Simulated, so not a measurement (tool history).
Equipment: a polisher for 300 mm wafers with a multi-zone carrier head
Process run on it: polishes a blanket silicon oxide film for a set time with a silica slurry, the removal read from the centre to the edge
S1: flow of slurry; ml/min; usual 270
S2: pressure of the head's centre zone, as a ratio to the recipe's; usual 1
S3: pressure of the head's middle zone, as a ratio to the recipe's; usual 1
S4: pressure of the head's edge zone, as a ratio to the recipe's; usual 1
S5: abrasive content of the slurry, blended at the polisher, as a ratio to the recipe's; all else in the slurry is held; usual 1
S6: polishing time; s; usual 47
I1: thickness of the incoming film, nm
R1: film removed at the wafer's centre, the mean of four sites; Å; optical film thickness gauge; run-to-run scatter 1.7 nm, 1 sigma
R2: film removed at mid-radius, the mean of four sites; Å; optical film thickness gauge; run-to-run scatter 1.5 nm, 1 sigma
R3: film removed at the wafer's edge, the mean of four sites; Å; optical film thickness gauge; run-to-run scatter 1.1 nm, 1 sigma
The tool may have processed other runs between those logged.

| run | hour | S1 | S2 | S3 | S4 | S5 | S6 | I1 | R1 | R2 | R3 |
|---|---|---|---|---|---|---|---|---|---|---|---|
| 1 | 0 | 270 | 1 | 1 | 1 | 1 | 47 | 1026.1 | 1707 | 1662 | 1710 |
|  | 6.7 | worn pad replaced by a new one |
|  | 50.1 | edge zone pressure recalibrated |
| 2 | 63.4 | 270 | 1 | 1 | 1 | 1 | 47 | 1042.2 | 1788 | 1748 | 1797 |
| 3 | 83.4 | 270 | 1 | 1 | 1 | 1 | 47 | 1029 | 1809 | 1729 | 1796 |
| 4 | 118.9 | 270 | 1 | 1 | 1 | 1 | 47 | 1008.8 | 1724 | 1695 | 1753 |
| 5 | 137.3 | 270 | 0.93 | 0.9 | 1 | 0.85 | 47 | 1036 | 1491 | 1454 | 1606 |
|  | 154 | worn pad replaced by a new one |
| 6 | 159 | 270 | 1 | 1 | 1 | 1 | 54 | 1033.1 | 2079 | 2044 | 2064 |
| 7 | 174 | 270 | 1 | 1 | 1 | 1 | 47 | 1013.7 | 1796 | 1764 | 1810 |
| 8 | 187.7 | 270 | 1 | 1 | 1 | 1 | 31 | 1019.9 | 1185 | 1149 | 1188 |
|  | 211.2 | carrier head's membrane replaced by a new one |
| 9 | 218.1 | 270 | 1 | 1 | 1 | 1 | 33 | 1030.7 | 1263 | 1227 | 1247 |
|  | 227.4 | slurry nozzle cleaned |
| 10 | 230.5 | 270 | 1 | 1 | 1 | 1 | 47 | 1018.6 | 1788 | 1738 | 1786 |
| 11 | 258.7 | 270 | 1 | 1 | 1 | 1 | 47 | 1005.8 | 1722 | 1717 | 1759 |
| 12 | 290.7 | 225 | 1 | 1.11 | 1.11 | 1 | 54 | 1007.6 | 1956 | 1994 | 2036 |
| 13 | 306.5 | 185 | 1 | 1 | 1 | 0.85 | 47 | 1028.6 | 1446 | 1457 | 1497 |
| 14 | 321.8 | 270 | 1.07 | 1.09 | 1 | 1 | 36 | 1018.3 | 1359 | 1322 | 1283 |
|  | 327.5 | worn pad replaced by a new one |
| 15 | 334.4 | 230 | 1 | 0.94 | 1 | 1.2 | 40 | 1039.2 | 1659 | 1558 | 1666 |
| 16 | 347.4 | 270 | 1 | 1 | 1 | 1 | 47 | 1012.2 | 1807 | 1787 | 1829 |
| 17 | 361.3 | 270 | 1 | 1 | 1 | 1 | 47 | 1029.6 | 1813 | 1814 | 1826 |
| 18 | 379.7 | 270 | 1 | 1.05 | 1 | 1 | 47 | 1032.2 | 1820 | 1840 | 1816 |
| 19 | 402 | 270 | 1 | 1 | 1.08 | 0.7 | 47 | 1028.4 | 1478 | 1432 | 1513 |
| 20 | 418.6 | 270 | 1 | 1 | 0.96 | 1 | 47 | 1037.9 | 1776 | 1744 | 1762 |
| 21 | 440.5 | 270 | 0.89 | 1.05 | 0.91 | 1 | 54 | 1012.8 | 1813 | 2063 | 1977 |

Each row is a separate what-if for the run after 21, all from the same tool condition, not one after another. Results?
| A | 440.9 | 270 | 1 | 1 | 1.09 | 1 | 47 | 1036.6 | ? | ? | ? |
| B | 440.9 | 215 | 1 | 0.97 | 1.07 | 1 | 47 | 1036.6 | ? | ? | ? |
| C | 440.9 | 215 | 1 | 1 | 0.92 | 1 | 47 | 1036.6 | ? | ? | ? |
| D | 440.9 | 210 | 1 | 1 | 0.95 | 1 | 63 | 1036.6 | ? | ? | ? |

| run | R1 | R2 | R3 |
|---|---|---|---|
| A | 1775 | 1715 | 1834 |
| B | 1714 | 1630 | 1781 |
| C | 1715 | 1663 | 1695 |
| D | 2289 | 2221 | 2289 |
Stripped of hidden state, with their random variation kept, the same runs would have yielded:
| run | R1 | R2 | R3 |
|---|---|---|---|
| A | 1833 | 1772 | 1895 |
| B | 1771 | 1684 | 1840 |
| C | 1771 | 1718 | 1751 |
| D | 2365 | 2295 | 2364 |

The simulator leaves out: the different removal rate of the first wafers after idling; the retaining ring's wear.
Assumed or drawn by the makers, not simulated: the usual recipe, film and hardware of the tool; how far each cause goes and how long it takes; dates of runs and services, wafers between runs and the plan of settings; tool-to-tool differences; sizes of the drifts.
